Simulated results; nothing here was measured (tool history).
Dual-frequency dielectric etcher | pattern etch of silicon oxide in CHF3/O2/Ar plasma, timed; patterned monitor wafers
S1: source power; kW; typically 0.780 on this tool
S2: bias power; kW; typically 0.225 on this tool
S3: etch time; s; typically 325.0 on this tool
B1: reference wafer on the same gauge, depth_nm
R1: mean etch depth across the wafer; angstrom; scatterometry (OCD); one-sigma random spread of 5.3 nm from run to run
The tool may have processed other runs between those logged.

run     day     S1     S2     S3     B1     R1
  1   0.000  0.660  0.212  325.0  641.7   7142
  2   0.833  0.780  0.225  325.0  640.8   7662
      2.371  -- source power generator calibrated
  3   2.392  0.780  0.225  325.0  640.0   7615
      4.188  -- upper electrode replaced
  4   4.208  0.780  0.225  325.0  638.8   7557
      4.546  -- bias power generator calibrated
  5   4.567  0.780  0.225  389.5  640.0   9061
  6   5.479  0.780  0.225  325.0  639.6   7654
  7   6.588  0.780  0.225  325.0  639.6   7459
  8   7.092  0.780  0.225  325.0  639.7   7583
      8.733  -- wet clean of the chamber
  9   8.754  0.780  0.225  325.0  639.9   7842
 10   9.725  0.630  0.186  406.0  640.7   8891
 11  11.408  0.780  0.225  325.0  639.3   7804
 12  12.138  0.890  0.225  296.5  641.2   7449
 13  13.188  0.780  0.225  267.0  640.2   6337
     13.533  -- gauge calibrated
 14  13.858  0.780  0.225  325.0  638.7   7683
 15  14.950  0.780  0.225  325.0  639.8   7748
 16  15.742  0.950  0.211  376.5  639.6   9376
 17  16.692  0.780  0.225  325.0  640.4   7614
 18  17.379  0.780  0.252  274.5  640.6   6613
 19  18.038  0.780  0.225  325.0  639.1   7626
 20  19.250  0.970  0.278  250.0  639.8   6578
 21  23.438  0.840  0.267  422.0  639.3  10375
 22  24.225  0.780  0.225  325.0  639.9   7443
 23  25.642  0.690  0.225  325.0  638.4   7184
     27.542  -- wet clean of the chamber
 24  27.562  0.780  0.225  325.0  640.5   7792
 25  28.379  0.610  0.225  417.5  639.2   9177
 26  29.000  0.660  0.225  247.0  640.6   5626
 27  29.967  0.670  0.274  421.0  640.3  10054
 28  31.158  0.780  0.225  325.0  639.0   7707
 29  32.458  0.940  0.225  325.0  640.3   8215

5 options for the next run, each taken on its own from the tool as it stands now. Forecast them:
  A  32.479  0.780  0.225  404.5   ?   ?
  B  32.479  0.670  0.225  325.0   ?   ?
  C  32.479  0.690  0.258  248.0   ?   ?
  D  32.479  0.780  0.225  288.5   ?   ?
  E  32.479  0.940  0.173  234.5   ?   ?

run     B1    R1
  A  640.9  9523
  B  640.9  7297
  C  640.9  5806
  D  640.9  6792
  E  640.9  5540
Stripped of hidden state, with their random variation kept, the same runs would have yielded:
run    R1
  A  9620
  B  7371
  C  5866
  D  6862
  E  5597

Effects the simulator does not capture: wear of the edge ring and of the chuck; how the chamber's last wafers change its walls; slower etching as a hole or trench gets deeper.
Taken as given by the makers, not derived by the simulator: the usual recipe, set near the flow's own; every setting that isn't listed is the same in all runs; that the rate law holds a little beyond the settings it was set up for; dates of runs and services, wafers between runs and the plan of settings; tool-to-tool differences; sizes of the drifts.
